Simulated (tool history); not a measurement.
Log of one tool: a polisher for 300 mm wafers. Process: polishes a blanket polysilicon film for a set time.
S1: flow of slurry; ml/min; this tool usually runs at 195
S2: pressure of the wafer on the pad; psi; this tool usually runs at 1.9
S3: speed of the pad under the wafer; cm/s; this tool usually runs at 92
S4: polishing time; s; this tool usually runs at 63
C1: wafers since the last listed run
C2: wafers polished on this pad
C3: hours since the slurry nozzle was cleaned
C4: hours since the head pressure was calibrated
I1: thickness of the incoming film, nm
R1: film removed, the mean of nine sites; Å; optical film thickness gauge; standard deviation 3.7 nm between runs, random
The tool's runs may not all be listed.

run	hour	S1	S2	S3	S4	C1	C2	C3	C4	I1	R1
1	0	195	2.4	92	63	0	1121	556.5	528.2	898	4892
# hour 26.6: worn pad replaced by a new one
2	30.5	195	2.4	92	63	401	58	587	558.7	916.8	4826
3	44.2	195	2.4	92	63	207	266	600.7	572.4	911.7	4740
4	58.9	195	1.9	102	69	222	489	615.4	587.1	910.9	4626
5	79.3	195	1.9	102	69	309	799	635.8	607.5	910.7	4756
6	99.4	195	1.9	92	63	304	1104	655.9	627.6	889.3	3808
# hour 117.4: worn pad replaced by a new one, of another model than before
7	135.3	195	1.9	92	63	483	270	691.8	663.5	917.1	3738
8	167.2	240	1.9	92	63	483	754	723.7	695.4	903.5	3846
9	195.1	195	1.9	92	63	423	1177	751.6	723.3	918.6	3703
# hour 215.4: worn pad replaced by a new one
# hour 220: slurry nozzle cleaned
10	226.9	195	1.9	68	63	406	159	6.9	755.1	914.4	3213
11	245.4	195	1.7	66	71	280	440	25.4	773.6	914.4	3318
12	280.9	195	1.9	92	77	538	978	60.9	809.1	904.2	4564
# hour 288.6: head pressure recalibrated
# hour 309.5: worn pad replaced by a new one
13	310	195	1.9	74	49	350	6	90	21.4	912.8	2481
14	328.2	235	1.9	92	63	276	282	108.2	39.6	903.1	3597
15	348	195	1.9	102	69	300	583	128	59.4	918.4	4160
16	376.1	195	1.9	108	45	426	1009	156.1	87.5	902.3	2777
# hour 393.2: worn pad replaced by a new one
17	411	220	1.9	92	63	468	269	191	122.4	921.7	3657
18	423.8	195	1.5	74	63	194	463	203.8	135.2	905.7	2763
19	450.9	195	1.9	68	63	411	874	230.9	162.3	905.2	3032

Here are 3 independent what-if runs from the current tool condition. What would each one return?
A	451.3	195	1.4	92	63	6	880	231.3	162.7	912.5	?
B	451.3	140	1.9	124	63	6	880	231.3	162.7	912.5	?
C	451.3	250	2.1	92	63	6	880	231.3	162.7	912.5	?

run	R1
A	2989
B	3916
C	4033
Take away the tool's hidden state, keep each run's random variation, and the runs would have read:
run	R1
A	2876
B	3768
C	3881
